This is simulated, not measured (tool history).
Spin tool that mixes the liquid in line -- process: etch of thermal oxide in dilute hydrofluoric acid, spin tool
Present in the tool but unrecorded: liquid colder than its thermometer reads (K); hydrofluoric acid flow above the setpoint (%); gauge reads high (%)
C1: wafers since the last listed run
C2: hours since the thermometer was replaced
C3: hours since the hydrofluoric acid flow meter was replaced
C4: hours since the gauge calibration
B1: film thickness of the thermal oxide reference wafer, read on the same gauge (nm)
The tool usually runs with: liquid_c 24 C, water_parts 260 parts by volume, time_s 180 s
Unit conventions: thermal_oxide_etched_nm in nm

run 1 hour=0 | liquid_c=22 water_parts=185 time_s=180 | C1=0 C2=445.7 C3=62.1 C4=1299.2 | B1=100.001 | thermal_oxide_etched_nm=3.835
run 2 hour=69.1 | liquid_c=24 water_parts=260 time_s=180 | C1=425 C2=514.8 C3=131.2 C4=1368.3 | B1=99.994 | thermal_oxide_etched_nm=2.755
run 3 hour=96 | liquid_c=24 water_parts=260 time_s=180 | C1=165 C2=541.7 C3=158.1 C4=1395.2 | B1=99.945 | thermal_oxide_etched_nm=2.832
run 4 hour=142.3 | liquid_c=24 water_parts=260 time_s=180 | C1=285 C2=588 C3=204.4 C4=1441.5 | B1=100.027 | thermal_oxide_etched_nm=2.821
run 5 hour=176.8 | liquid_c=24 water_parts=260 time_s=180 | C1=212 C2=622.5 C3=238.9 C4=1476 | B1=99.984 | thermal_oxide_etched_nm=2.764
run 6 hour=201.5 | liquid_c=21.5 water_parts=185 time_s=180 | C1=152 C2=647.2 C3=263.6 C4=1500.7 | B1=99.997 | thermal_oxide_etched_nm=3.861
run 7 hour=234.1 | liquid_c=22.5 water_parts=260 time_s=255 | C1=200 C2=679.8 C3=296.2 C4=1533.3 | B1=100.021 | thermal_oxide_etched_nm=3.849
run 8 hour=301.1 | liquid_c=22.5 water_parts=260 time_s=255 | C1=412 C2=746.8 C3=363.2 C4=1600.3 | B1=100.017 | thermal_oxide_etched_nm=3.81
run 9 hour=370.7 | liquid_c=27 water_parts=385 time_s=85 | C1=428 C2=816.4 C3=432.8 C4=1669.9 | B1=100.008 | thermal_oxide_etched_nm=0.868
run 10 hour=442.4 | liquid_c=24 water_parts=225 time_s=180 | C1=441 C2=888.1 C3=504.5 C4=1741.6 | B1=100.02 | thermal_oxide_etched_nm=3.39
run 11 hour=502.8 | liquid_c=27 water_parts=330 time_s=130 | C1=372 C2=948.5 C3=564.9 C4=1802 | B1=100.009 | thermal_oxide_etched_nm=1.735
run 12 hour=566.8 | liquid_c=24 water_parts=260 time_s=115 | C1=394 C2=1012.5 C3=628.9 C4=1866 | B1=99.987 | thermal_oxide_etched_nm=1.801
run 13 hour=634.8 | liquid_c=21 water_parts=260 time_s=145 | C1=418 C2=1080.5 C3=696.9 C4=1934 | B1=100.025 | thermal_oxide_etched_nm=2.078
run 14 hour=703.4 | liquid_c=28 water_parts=260 time_s=180 | C1=422 C2=1149.1 C3=765.5 C4=2002.6 | B1=100.002 | thermal_oxide_etched_nm=3.413
run 15 hour=758.8 | liquid_c=24 water_parts=260 time_s=180 | C1=341 C2=1204.5 C3=820.9 C4=2058 | B1=100.008 | thermal_oxide_etched_nm=2.924
-- hour=762.1 gauge calibrated
run 16 hour=803.1 | liquid_c=24 water_parts=160 time_s=180 | C1=272 C2=1248.8 C3=865.2 C4=41 | B1=99.96 | thermal_oxide_etched_nm=5.261
-- hour=858.4 hydrofluoric acid flow meter replaced
run 17 hour=868.7 | liquid_c=24 water_parts=260 time_s=180 | C1=398 C2=1314.4 C3=10.3 C4=106.6 | B1=100.034 | thermal_oxide_etched_nm=2.683
run 18 hour=914.5 | liquid_c=24 water_parts=260 time_s=230 | C1=282 C2=1360.2 C3=56.1 C4=152.4 | B1=100.016 | thermal_oxide_etched_nm=3.466
run 19 hour=967.7 | liquid_c=22.5 water_parts=260 time_s=255 | C1=327 C2=1413.4 C3=109.3 C4=205.6 | B1=100.006 | thermal_oxide_etched_nm=3.697
run 20 hour=1016.4 | liquid_c=24 water_parts=260 time_s=285 | C1=300 C2=1462.1 C3=158 C4=254.3 | B1=99.965 | thermal_oxide_etched_nm=4.214
run 21 hour=1063.4 | liquid_c=28 water_parts=260 time_s=85 | C1=289 C2=1509.1 C3=205 C4=301.3 | B1=100.008 | thermal_oxide_etched_nm=1.465
-- hour=1068.5 thermometer replaced
run 22 hour=1223 | liquid_c=24 water_parts=260 time_s=180 | C1=977 C2=154.5 C3=364.6 C4=460.9 | B1=100.03 | thermal_oxide_etched_nm=2.897
run 23 hour=1279 | liquid_c=24 water_parts=195 time_s=180 | C1=345 C2=210.5 C3=420.6 C4=516.9 | B1=99.998 | thermal_oxide_etched_nm=4.146
run 24 hour=1326.4 | liquid_c=27 water_parts=260 time_s=180 | C1=292 C2=257.9 C3=468 C4=564.3 | B1=100.055 | thermal_oxide_etched_nm=3.222
run 25 hour=1356.8 | liquid_c=20 water_parts=200 time_s=235 | C1=187 C2=288.3 C3=498.4 C4=594.7 | B1=100.007 | thermal_oxide_etched_nm=4.718
run 26 hour=1386.9 | liquid_c=24 water_parts=260 time_s=180 | C1=185 C2=318.4 C3=528.5 C4=624.8 | B1=100.033 | thermal_oxide_etched_nm=2.958
run 27 hour=1423.3 | liquid_c=27 water_parts=260 time_s=180 | C1=224 C2=354.8 C3=564.9 C4=661.2 | B1=99.998 | thermal_oxide_etched_nm=3.354
run 28 hour=1486.8 | liquid_c=22 water_parts=260 time_s=180 | C1=391 C2=418.3 C3=628.4 C4=724.7 | B1=100.005 | thermal_oxide_etched_nm=2.785
run 29 hour=1565.2 | liquid_c=24 water_parts=385 time_s=180 | C1=483 C2=496.7 C3=706.8 C4=803.1 | B1=99.975 | thermal_oxide_etched_nm=1.813
run 30 hour=1625.2 | liquid_c=24 water_parts=260 time_s=180 | C1=369 C2=556.7 C3=766.8 C4=863.1 | B1=100.014 | thermal_oxide_etched_nm=3.034
run 31 hour=1679.8 | liquid_c=19.5 water_parts=215 time_s=140 | C1=336 C2=611.3 C3=821.4 C4=917.7 | B1=100.012 | thermal_oxide_etched_nm=2.57
run 32 hour=1745.8 | liquid_c=24 water_parts=195 time_s=180 | C1=406 C2=677.3 C3=887.4 C4=983.7 | B1=99.992 | thermal_oxide_etched_nm=4.312

Predict each of these 5 candidate next runs independently; none follows another, all start after run 32:
run A hour=1746.3 | liquid_c=24 water_parts=260 time_s=250 | C1=3 C2=677.8 C3=887.9 C4=984.2 | B1=? | thermal_oxide_etched_nm=?
run B hour=1746.3 | liquid_c=27 water_parts=215 time_s=70 | C1=3 C2=677.8 C3=887.9 C4=984.2 | B1=? | thermal_oxide_etched_nm=?
run C hour=1746.3 | liquid_c=27.5 water_parts=220 time_s=245 | C1=3 C2=677.8 C3=887.9 C4=984.2 | B1=? | thermal_oxide_etched_nm=?
run D hour=1746.3 | liquid_c=20 water_parts=175 time_s=225 | C1=3 C2=677.8 C3=887.9 C4=984.2 | B1=? | thermal_oxide_etched_nm=?
run E hour=1746.3 | liquid_c=26.5 water_parts=325 time_s=180 | C1=3 C2=677.8 C3=887.9 C4=984.2 | B1=? | thermal_oxide_etched_nm=?

run=A B1=99.986 thermal_oxide_etched_nm=4.319
run=B B1=99.986 thermal_oxide_etched_nm=1.704
run=C B1=99.986 thermal_oxide_etched_nm=5.903
run=D B1=99.986 thermal_oxide_etched_nm=5.357
run=E B1=99.986 thermal_oxide_etched_nm=2.56
The same runs, with their run-to-run variation unchanged, on a tool lacking any hidden condition would have given:
run=A thermal_oxide_etched_nm=3.944
run=B thermal_oxide_etched_nm=1.559
run=C thermal_oxide_etched_nm=5.395
run=D thermal_oxide_etched_nm=4.948
run=E thermal_oxide_etched_nm=2.319
